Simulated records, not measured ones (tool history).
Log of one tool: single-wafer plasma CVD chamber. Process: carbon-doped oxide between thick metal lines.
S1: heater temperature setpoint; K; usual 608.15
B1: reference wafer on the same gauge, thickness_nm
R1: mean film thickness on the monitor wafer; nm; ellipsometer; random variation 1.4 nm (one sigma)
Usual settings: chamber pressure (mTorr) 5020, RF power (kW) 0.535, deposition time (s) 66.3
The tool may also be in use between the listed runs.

run 1 day=0.000 | S1=608.15 chamber_pressure_(mTorr)=5020 RF_power_(kW)=0.535 deposition_time_(s)=66.3 | B1=418.635 | R1=370.602
run 2 day=1.038 | S1=608.15 chamber_pressure_(mTorr)=5020 RF_power_(kW)=0.610 deposition_time_(s)=66.3 | B1=418.765 | R1=398.514
run 3 day=2.108 | S1=608.15 chamber_pressure_(mTorr)=5020 RF_power_(kW)=0.610 deposition_time_(s)=66.3 | B1=418.626 | R1=395.299
run 4 day=3.342 | S1=608.15 chamber_pressure_(mTorr)=5020 RF_power_(kW)=0.610 deposition_time_(s)=66.3 | B1=418.846 | R1=396.293
-- day=3.908 thermocouple changed; heater temperature recalibrated
run 5 day=4.000 | S1=608.15 chamber_pressure_(mTorr)=5020 RF_power_(kW)=0.535 deposition_time_(s)=59.3 | B1=418.911 | R1=331.227
-- day=4.850 capacitance manometer re-zeroed and calibrated
run 6 day=4.900 | S1=608.15 chamber_pressure_(mTorr)=5020 RF_power_(kW)=0.535 deposition_time_(s)=69.8 | B1=419.459 | R1=388.867
run 7 day=5.788 | S1=608.15 chamber_pressure_(mTorr)=5020 RF_power_(kW)=0.535 deposition_time_(s)=69.8 | B1=419.151 | R1=387.409
run 8 day=6.600 | S1=608.15 chamber_pressure_(mTorr)=5020 RF_power_(kW)=0.490 deposition_time_(s)=66.3 | B1=419.043 | R1=353.082
run 9 day=7.446 | S1=616.15 chamber_pressure_(mTorr)=5020 RF_power_(kW)=0.535 deposition_time_(s)=66.3 | B1=419.081 | R1=357.919
run 10 day=8.058 | S1=595.15 chamber_pressure_(mTorr)=5020 RF_power_(kW)=0.535 deposition_time_(s)=66.3 | B1=418.836 | R1=383.487
run 11 day=9.158 | S1=621.15 chamber_pressure_(mTorr)=5830 RF_power_(kW)=0.460 deposition_time_(s)=60.2 | B1=419.122 | R1=299.701
run 12 day=10.375 | S1=608.15 chamber_pressure_(mTorr)=5020 RF_power_(kW)=0.535 deposition_time_(s)=66.3 | B1=418.910 | R1=366.515
run 13 day=11.746 | S1=608.15 chamber_pressure_(mTorr)=5920 RF_power_(kW)=0.560 deposition_time_(s)=66.3 | B1=419.321 | R1=380.106
run 14 day=12.838 | S1=608.15 chamber_pressure_(mTorr)=5020 RF_power_(kW)=0.535 deposition_time_(s)=66.3 | B1=419.281 | R1=368.020
run 15 day=13.817 | S1=597.15 chamber_pressure_(mTorr)=5020 RF_power_(kW)=0.600 deposition_time_(s)=72.8 | B1=419.182 | R1=441.320
-- day=14.229 gauge calibrated
-- day=14.825 showerhead replaced
run 16 day=14.846 | S1=608.15 chamber_pressure_(mTorr)=5020 RF_power_(kW)=0.435 deposition_time_(s)=66.3 | B1=418.856 | R1=324.655
-- day=15.412 RF generator calibrated
run 17 day=16.071 | S1=603.15 chamber_pressure_(mTorr)=4040 RF_power_(kW)=0.480 deposition_time_(s)=79.1 | B1=419.020 | R1=430.026
run 18 day=16.658 | S1=608.15 chamber_pressure_(mTorr)=5020 RF_power_(kW)=0.535 deposition_time_(s)=66.3 | B1=419.726 | R1=383.429
run 19 day=18.067 | S1=608.15 chamber_pressure_(mTorr)=5020 RF_power_(kW)=0.535 deposition_time_(s)=66.3 | B1=418.865 | R1=387.316
run 20 day=19.342 | S1=601.15 chamber_pressure_(mTorr)=5750 RF_power_(kW)=0.490 deposition_time_(s)=59.0 | B1=418.948 | R1=339.679
run 21 day=19.971 | S1=608.15 chamber_pressure_(mTorr)=5020 RF_power_(kW)=0.535 deposition_time_(s)=66.3 | B1=418.735 | R1=381.911
run 22 day=20.796 | S1=598.15 chamber_pressure_(mTorr)=3910 RF_power_(kW)=0.510 deposition_time_(s)=77.2 | B1=418.272 | R1=439.637
run 23 day=21.471 | S1=608.15 chamber_pressure_(mTorr)=5620 RF_power_(kW)=0.535 deposition_time_(s)=71.8 | B1=419.107 | R1=421.250
run 24 day=22.079 | S1=608.15 chamber_pressure_(mTorr)=5020 RF_power_(kW)=0.535 deposition_time_(s)=69.8 | B1=418.958 | R1=403.024
run 25 day=23.462 | S1=621.15 chamber_pressure_(mTorr)=4410 RF_power_(kW)=0.600 deposition_time_(s)=72.0 | B1=419.158 | R1=421.264
run 26 day=24.562 | S1=620.15 chamber_pressure_(mTorr)=4470 RF_power_(kW)=0.505 deposition_time_(s)=79.2 | B1=419.527 | R1=425.120
run 27 day=25.342 | S1=617.15 chamber_pressure_(mTorr)=5020 RF_power_(kW)=0.535 deposition_time_(s)=66.3 | B1=418.532 | R1=374.530
run 28 day=25.971 | S1=608.15 chamber_pressure_(mTorr)=4180 RF_power_(kW)=0.535 deposition_time_(s)=66.3 | B1=419.424 | R1=374.677

4 ways to go on from here, each from the tool as it stands after run 28. What would each give?
run A day=25.988 | S1=608.15 chamber_pressure_(mTorr)=5020 RF_power_(kW)=0.535 deposition_time_(s)=66.3 | B1=? | R1=?
run B day=25.988 | S1=598.15 chamber_pressure_(mTorr)=5020 RF_power_(kW)=0.580 deposition_time_(s)=66.3 | B1=? | R1=?
run C day=25.988 | S1=603.15 chamber_pressure_(mTorr)=4500 RF_power_(kW)=0.625 deposition_time_(s)=66.3 | B1=? | R1=?
run D day=25.988 | S1=608.15 chamber_pressure_(mTorr)=5380 RF_power_(kW)=0.535 deposition_time_(s)=55.9 | B1=? | R1=?

run=A B1=418.342 R1=383.258
run=B B1=418.342 R1=412.855
run=C B1=418.342 R1=417.389
run=D B1=418.342 R1=325.995
Without the tool's hidden state the same runs would have given:
run=A R1=386.699
run=B R1=416.446
run=C R1=421.020
run=D R1=328.921

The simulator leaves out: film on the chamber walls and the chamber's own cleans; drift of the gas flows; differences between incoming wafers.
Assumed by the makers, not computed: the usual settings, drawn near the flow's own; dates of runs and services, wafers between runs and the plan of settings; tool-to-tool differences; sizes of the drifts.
